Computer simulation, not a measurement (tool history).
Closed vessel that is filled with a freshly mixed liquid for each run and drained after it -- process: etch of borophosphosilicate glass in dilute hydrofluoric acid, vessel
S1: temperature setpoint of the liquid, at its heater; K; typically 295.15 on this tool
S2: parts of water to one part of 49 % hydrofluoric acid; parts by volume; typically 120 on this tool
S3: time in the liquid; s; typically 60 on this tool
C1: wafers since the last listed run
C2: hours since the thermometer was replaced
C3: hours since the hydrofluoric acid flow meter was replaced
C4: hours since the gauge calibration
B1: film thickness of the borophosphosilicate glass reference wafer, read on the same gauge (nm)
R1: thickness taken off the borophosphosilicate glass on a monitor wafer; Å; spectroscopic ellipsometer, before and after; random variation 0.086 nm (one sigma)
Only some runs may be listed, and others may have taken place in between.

run	day	S1	S2	S3	C1	C2	C3	C4	B1	R1
1	0	295.15	120	80	0	1850	610.8	621.4	113.75	287
2	3.996	295.15	120	60	10943	1945.9	706.7	717.3	113.97	214
3	8.488	295.15	120	60	12300	2053.7	814.5	825.1	114.24	217.2
4	12.388	295.15	165	80	10680	2147.3	908.1	918.7	114.41	199.8
5	15.933	295.15	165	80	9710	2232.4	993.2	1003.8	114.54	201.7
6	17.704	295.15	165	80	4849	2274.9	1035.7	1046.3	114.55	199.4
# day 18.538: thermometer replaced
7	20.971	295.15	120	35	8832	58.4	1114.1	1124.7	114.65	127.4
# day 21.579: hydrofluoric acid flow meter replaced
8	23.708	295.15	120	35	7382	124.1	51.1	1190.4	114.72	126.1
9	25.954	295.15	120	60	6150	178	105	1244.3	114.74	217
10	28.517	290.65	90	60	7017	239.5	166.5	1305.8	114.82	250.5
# day 29.946: gauge calibrated
11	30.462	297.15	90	70	5328	286.2	213.2	12.4	110.1	363.8
12	34.208	295.15	120	90	10258	376.1	303.1	102.3	111.09	317.7
13	36.1	295.15	70	85	5180	421.5	348.5	147.7	111.47	546.5
14	42.558	295.15	120	95	17686	576.5	503.5	302.7	112.66	338.7
15	44.346	299.65	120	80	4895	619.4	546.4	345.6	112.88	341.2
16	46.742	298.15	135	75	6561	676.9	603.9	403.1	113.21	263.2
17	49.504	295.15	120	60	7565	743.2	670.2	469.4	113.53	215.7

Exercise: give the hidden state of the tool at every run:
liquid colder than its thermometer reads (K): 0, the same for each run
hydrofluoric acid flow below the setpoint (%): 0, the same for each run
H1: gauge reads high (%)
run	H1
1	3.37
2	3.62
3	3.84
4	4
5	4.11
6	4.16
7	4.24
8	4.3
9	4.34
10	4.39
11	0.086
12	0.961
13	1.34
14	2.39
15	2.63
16	2.91
17	3.19

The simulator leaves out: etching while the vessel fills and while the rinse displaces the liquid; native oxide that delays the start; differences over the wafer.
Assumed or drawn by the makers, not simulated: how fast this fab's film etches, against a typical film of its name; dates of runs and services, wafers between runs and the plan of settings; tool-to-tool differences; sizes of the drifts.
